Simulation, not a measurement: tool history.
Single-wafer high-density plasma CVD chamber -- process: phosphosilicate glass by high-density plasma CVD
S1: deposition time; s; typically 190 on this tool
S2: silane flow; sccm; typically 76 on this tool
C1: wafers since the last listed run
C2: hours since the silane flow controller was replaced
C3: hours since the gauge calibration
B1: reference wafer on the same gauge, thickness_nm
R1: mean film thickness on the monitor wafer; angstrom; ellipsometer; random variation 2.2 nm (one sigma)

run 1 hour=0 | S1=190 S2=84 | C1=0 C2=3931.3 C3=318.1 | B1=1319.426 | R1=16702.38
run 2 hour=30.3 | S1=190 S2=84 | C1=231 C2=3961.6 C3=348.4 | B1=1320.077 | R1=16637.06
run 3 hour=59 | S1=190 S2=84 | C1=218 C2=3990.3 C3=377.1 | B1=1319.825 | R1=16692.4
run 4 hour=92.1 | S1=180 S2=76 | C1=252 C2=4023.4 C3=410.2 | B1=1320.189 | R1=14451.25
run 5 hour=106.3 | S1=180 S2=76 | C1=108 C2=4037.6 C3=424.4 | B1=1319.276 | R1=14480.91
run 6 hour=128.3 | S1=190 S2=76 | C1=167 C2=4059.6 C3=446.4 | B1=1318.796 | R1=15295.93
run 7 hour=141.7 | S1=190 S2=76 | C1=102 C2=4073 C3=459.8 | B1=1320.245 | R1=15268.98
run 8 hour=175.9 | S1=190 S2=76 | C1=260 C2=4107.2 C3=494 | B1=1320.351 | R1=15245.83
run 9 hour=208.8 | S1=190 S2=76 | C1=251 C2=4140.1 C3=526.9 | B1=1319.165 | R1=15271.48
-- hour=227.2 gauge calibrated
run 10 hour=241.2 | S1=172 S2=76 | C1=247 C2=4172.5 C3=14 | B1=1318.874 | R1=13817.81
run 11 hour=275.8 | S1=218 S2=76 | C1=264 C2=4207.1 C3=48.6 | B1=1319.895 | R1=17538.58
run 12 hour=307.4 | S1=218 S2=76 | C1=241 C2=4238.7 C3=80.2 | B1=1319.716 | R1=17546.01
run 13 hour=339.5 | S1=201 S2=87 | C1=244 C2=4270.8 C3=112.3 | B1=1320.27 | R1=18226.26
run 14 hour=351.8 | S1=202 S2=61 | C1=93 C2=4283.1 C3=124.6 | B1=1320.488 | R1=13466.38
run 15 hour=371.3 | S1=202 S2=61 | C1=148 C2=4302.6 C3=144.1 | B1=1319.785 | R1=13462.63
run 16 hour=389.2 | S1=226 S2=76 | C1=136 C2=4320.5 C3=162 | B1=1320.6 | R1=18217.09
run 17 hour=415.9 | S1=210 S2=68 | C1=203 C2=4347.2 C3=188.7 | B1=1320.181 | R1=15382.25
run 18 hour=428.1 | S1=201 S2=62 | C1=93 C2=4359.4 C3=200.9 | B1=1319.646 | R1=13634.65
-- hour=448.1 silane flow controller replaced
run 19 hour=455.1 | S1=226 S2=88 | C1=144 C2=7 C3=227.9 | B1=1319.774 | R1=19813.43
run 20 hour=472.7 | S1=210 S2=61 | C1=134 C2=24.6 C3=245.5 | B1=1320.124 | R1=13379.49
run 21 hour=484.8 | S1=155 S2=81 | C1=92 C2=36.7 C3=257.6 | B1=1320.123 | R1=12595.98
run 22 hour=503 | S1=226 S2=88 | C1=138 C2=54.9 C3=275.8 | B1=1320.11 | R1=19795.97
run 23 hour=536.5 | S1=190 S2=76 | C1=255 C2=88.4 C3=309.3 | B1=1320.137 | R1=14665.68
run 24 hour=564.9 | S1=218 S2=67 | C1=216 C2=116.8 C3=337.7 | B1=1319.812 | R1=15056.02
run 25 hour=587.4 | S1=167 S2=85 | C1=171 C2=139.3 C3=360.2 | B1=1320.148 | R1=14187.01

3 options for the next run, each taken on its own from the tool as it stands now. Forecast them:
run A hour=587.9 | S1=190 S2=91 | C1=3 C2=139.8 C3=360.7 | B1=? | R1=?
run B hour=587.9 | S1=216 S2=64 | C1=3 C2=139.8 C3=360.7 | B1=? | R1=?
run C hour=587.9 | S1=175 S2=86 | C1=3 C2=139.8 C3=360.7 | B1=? | R1=?

run=A B1=1320.035 R1=17147.7
run=B B1=1320.035 R1=14348.84
run=C B1=1320.035 R1=15021.95
Had the tool no hidden state, the same runs would have come out as:
run=A R1=17112.6
run=B R1=14319.47
run=C R1=14991.2
